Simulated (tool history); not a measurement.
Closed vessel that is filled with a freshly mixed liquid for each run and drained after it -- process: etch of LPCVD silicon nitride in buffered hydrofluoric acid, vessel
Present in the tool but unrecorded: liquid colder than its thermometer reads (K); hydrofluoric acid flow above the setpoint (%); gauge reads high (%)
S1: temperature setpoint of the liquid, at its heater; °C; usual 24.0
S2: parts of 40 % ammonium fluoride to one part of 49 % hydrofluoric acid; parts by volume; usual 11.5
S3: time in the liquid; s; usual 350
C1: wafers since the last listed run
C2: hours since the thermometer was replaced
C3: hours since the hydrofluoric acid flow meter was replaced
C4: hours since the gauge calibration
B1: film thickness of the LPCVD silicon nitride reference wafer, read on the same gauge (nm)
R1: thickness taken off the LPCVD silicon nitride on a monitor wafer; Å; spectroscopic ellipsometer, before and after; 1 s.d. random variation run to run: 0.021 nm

run    hour    S1    S2   S3    C1      C2      C3      C4       B1      R1
  1     0.0  24.0  11.5  350     0  1030.3  1261.2   648.1  150.006   45.42
  2    29.0  24.0  11.5  350  2410  1059.3  1290.2   677.1  149.981   45.47
  3    91.7  24.0  11.5  350  5212  1122.0  1352.9   739.8  150.002   45.98
  4   119.0  24.0  11.5  350  2269  1149.3  1380.2   767.1  150.035   46.01
  5   166.9  24.0  11.5  350  3981  1197.2  1428.1   815.0  150.041   45.84
  6   249.8  24.0  11.5  350  6891  1280.1  1511.0   897.9  150.008   46.04
      305.6  -- thermometer replaced
  7   314.6  24.0  13.5  350  5303     9.0  1575.8   962.7  149.989   39.60
  8   367.0  24.0  13.5  350  4355    61.4  1628.2  1015.1  149.996   39.75
  9   405.1  24.0  13.5  350  3167    99.5  1666.3  1053.2  150.007   40.06
 10   443.0  29.0  15.0  190  3150   137.4  1704.2  1091.1  149.986   25.57
 11   491.0  24.0  11.5  350  3990   185.4  1752.2  1139.1  149.973   46.71
 12   553.1  22.0  11.5  480  5162   247.5  1814.3  1201.2  149.995   57.37
      558.6  -- gauge calibrated
      609.1  -- hydrofluoric acid flow meter replaced
 13   620.2  24.0  11.5  350  5494   314.6    11.1    61.6  150.007   42.95
 14   688.0  21.0  14.5  480  5636   382.4    78.9   129.4  150.031   39.98
 15   800.8  24.0  14.0  250  9376   495.2   191.7   242.2  150.023   25.76
 16   880.2  28.0   9.0  535  6600   574.6   271.1   321.6  150.037  101.64
 17   945.0  19.0  11.5  350  5386   639.4   335.9   386.4  150.003   33.20
 18  1014.1  24.0  14.5  350  5744   708.5   405.0   455.5  150.009   34.77

Here are 4 independent what-if runs from the current tool condition. What would each one return?
  A  1014.8  24.0  11.5  350  58  709.2  405.7  456.2   ?   ?
  B  1014.8  21.5  11.5  410  58  709.2  405.7  456.2   ?   ?
  C  1014.8  20.5  11.5  205  58  709.2  405.7  456.2   ?   ?
  D  1014.8  25.5  14.0  235  58  709.2  405.7  456.2   ?   ?

run       B1     R1
  A  150.021  43.74
  B  150.021  44.65
  C  150.021  21.12
  D  150.021  26.28
Stripped of hidden state, with their random variation kept, the same runs would have yielded:
run     R1
  A  42.56
  B  43.45
  C  20.55
  D  25.57

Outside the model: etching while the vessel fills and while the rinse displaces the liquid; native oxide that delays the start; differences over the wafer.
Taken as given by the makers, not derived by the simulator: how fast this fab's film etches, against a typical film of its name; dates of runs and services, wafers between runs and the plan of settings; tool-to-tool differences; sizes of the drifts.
